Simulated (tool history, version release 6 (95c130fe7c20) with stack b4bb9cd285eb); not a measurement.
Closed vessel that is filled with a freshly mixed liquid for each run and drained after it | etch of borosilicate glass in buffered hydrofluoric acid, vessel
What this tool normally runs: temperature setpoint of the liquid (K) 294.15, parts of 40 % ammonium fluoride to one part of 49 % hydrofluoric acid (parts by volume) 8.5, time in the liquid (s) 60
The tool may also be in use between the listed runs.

run    hour  temperature setpoint of the liquid (K)  parts of 40 % ammonium fluoride to one part of 49 % hydrofluoric acid (parts by volume)  time in the liquid (s)  read-back film thickness of the borosilicate glass reference wafer, read on the same gauge (nm)  thickness taken off the borosilicate glass on a monitor wafer (Å)
  1     0.0                                  293.15                                                                                      7.0                      60                                                                                           120.00                                                              897.4
  2    93.3                                  293.15                                                                                     10.5                      60                                                                                           120.00                                                              603.1
  3   155.4                                  294.15                                                                                      9.5                      60                                                                                           120.01                                                              686.8
      205.8  -- thermometer replaced
  4   248.0                                  294.15                                                                                      9.5                      60                                                                                           120.00                                                              702.5
  5   312.0                                  295.65                                                                                      8.5                      60                                                                                           120.02                                                              860.1
  6   348.6                                  294.15                                                                                      8.5                      60                                                                                           120.00                                                              798.0
      365.0  -- gauge calibrated
  7   579.9                                  295.65                                                                                      8.5                      70                                                                                           120.01                                                             1007.9
      652.0  -- hydrofluoric acid flow meter replaced
  8   679.2                                  298.65                                                                                     10.0                      45                                                                                           119.99                                                              607.7
      717.7  -- thermometer replaced
  9   757.3                                  294.15                                                                                      9.5                      85                                                                                           120.00                                                              949.6
 10   832.4                                  294.15                                                                                     11.0                      40                                                                                           119.98                                                              396.1
 11   890.0                                  298.65                                                                                      8.5                      90                                                                                           120.02                                                             1419.4
 12   940.4                                  295.65                                                                                      8.5                      70                                                                                           120.01                                                              944.4
 13  1019.6                                  296.65                                                                                      8.5                      60                                                                                           120.00                                                              858.3
 14  1068.4                                  294.15                                                                                      8.5                      45                                                                                           119.99                                                              560.7

Run-by-run hidden state of the tool:
gauge reads high (%): 0, the same for each run
H1: liquid colder than its thermometer reads (K)
H2: hydrofluoric acid flow above the setpoint (%)
run      H1    H2
  1   0.338  7.43
  2   0.416  7.84
  3   0.467  8.12
  4  0.0935  8.53
  5   0.147  8.81
  6   0.177  8.97
  7   0.369    10
  8   0.451  2.08
  9  0.0573  2.42
 10    0.12  2.76
 11   0.167  3.01
 12   0.209  3.23
 13   0.275  3.58
 14   0.315   3.8
